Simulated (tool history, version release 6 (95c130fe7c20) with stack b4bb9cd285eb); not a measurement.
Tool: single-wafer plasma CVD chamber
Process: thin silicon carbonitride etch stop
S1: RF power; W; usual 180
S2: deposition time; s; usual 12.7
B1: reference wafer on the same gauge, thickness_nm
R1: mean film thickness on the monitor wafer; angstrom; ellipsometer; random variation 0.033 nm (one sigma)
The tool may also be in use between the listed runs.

| run | hour | S1 | S2 | B1 | R1 |
|---|---|---|---|---|---|
| 1 | 0 | 165 | 11.9 | 8.008 | 61.74 |
| 2 | 69.4 | 165 | 11.9 | 8.007 | 61.5 |
| 3 | 107.9 | 180 | 12.7 | 8.008 | 67.97 |
| 4 | 152.3 | 180 | 12.7 | 8.014 | 67.77 |
| 5 | 214.9 | 180 | 12.7 | 8.012 | 67.18 |
| 6 | 261.6 | 180 | 12.7 | 8.008 | 67.02 |
| 7 | 314.8 | 180 | 12.7 | 8.011 | 67.76 |
| 8 | 354.1 | 180 | 12.7 | 8.015 | 67.58 |
| 9 | 393.6 | 195 | 12.7 | 8.003 | 68.83 |
| 10 | 464.7 | 195 | 12.7 | 8.003 | 69.14 |
| 11 | 517.5 | 180 | 14.5 | 8.01 | 76.68 |
| 12 | 548.3 | 195 | 13.7 | 8.002 | 74.9 |
| 13 | 602.5 | 195 | 13.7 | 8.012 | 73.96 |
| 14 | 655.1 | 195 | 13.7 | 8.02 | 74.19 |
|  | 684.9 | showerhead replaced |
| 15 | 718.9 | 180 | 12.7 | 8.011 | 67.18 |
| 16 | 785.9 | 205 | 10.5 | 8.01 | 57.57 |
|  | 790.1 | gauge calibrated |
| 17 | 851.4 | 145 | 11.5 | 8.001 | 56.28 |
|  | 888.7 | thermocouple changed; heater temperature recalibrated |
| 18 | 889.2 | 170 | 12.7 | 8.007 | 65.52 |
| 19 | 933.9 | 180 | 14.4 | 8.018 | 75.94 |
| 20 | 963.2 | 180 | 12.7 | 8.001 | 66.48 |
|  | 982.7 | RF generator calibrated |
| 21 | 1033.5 | 210 | 10.5 | 8.013 | 58.89 |
| 22 | 1076.3 | 180 | 12.7 | 8.004 | 67.56 |
| 23 | 1133.8 | 180 | 12.7 | 8.009 | 67.4 |
| 24 | 1166.5 | 150 | 11.4 | 8.009 | 57.49 |
| 25 | 1192.5 | 215 | 13.9 | 8.009 | 77.9 |
| 26 | 1225.8 | 180 | 12.7 | 8.003 | 68.36 |
| 27 | 1308.9 | 165 | 11.9 | 8.007 | 62.13 |
| 28 | 1509.2 | 210 | 12.7 | 8.016 | 71.03 |
| 29 | 1540.8 | 180 | 11.5 | 8.008 | 60.99 |
| 30 | 1575.7 | 180 | 11.4 | 8.011 | 60.88 |

The same runs without the tool's hidden state, with the same run-to-run variation:
The hidden state here: wafer temperature above the value expected at the setpoint (K); delivered RF power above the setpoint (%); gauge reads high (%).
| run | R1 |
|---|---|
| 1 | 62.22 |
| 2 | 62.04 |
| 3 | 68.6 |
| 4 | 68.46 |
| 5 | 67.93 |
| 6 | 67.83 |
| 7 | 68.65 |
| 8 | 68.53 |
| 9 | 69.85 |
| 10 | 70.27 |
| 11 | 78.04 |
| 12 | 76.29 |
| 13 | 75.44 |
| 14 | 75.78 |
| 15 | 68.74 |
| 16 | 59.03 |
| 17 | 57.83 |
| 18 | 67.41 |
| 19 | 78.26 |
| 20 | 68.58 |
| 21 | 59 |
| 22 | 67.7 |
| 23 | 67.54 |
| 24 | 57.63 |
| 25 | 78.08 |
| 26 | 68.53 |
| 27 | 62.32 |
| 28 | 71.36 |
| 29 | 61.3 |
| 30 | 61.22 |

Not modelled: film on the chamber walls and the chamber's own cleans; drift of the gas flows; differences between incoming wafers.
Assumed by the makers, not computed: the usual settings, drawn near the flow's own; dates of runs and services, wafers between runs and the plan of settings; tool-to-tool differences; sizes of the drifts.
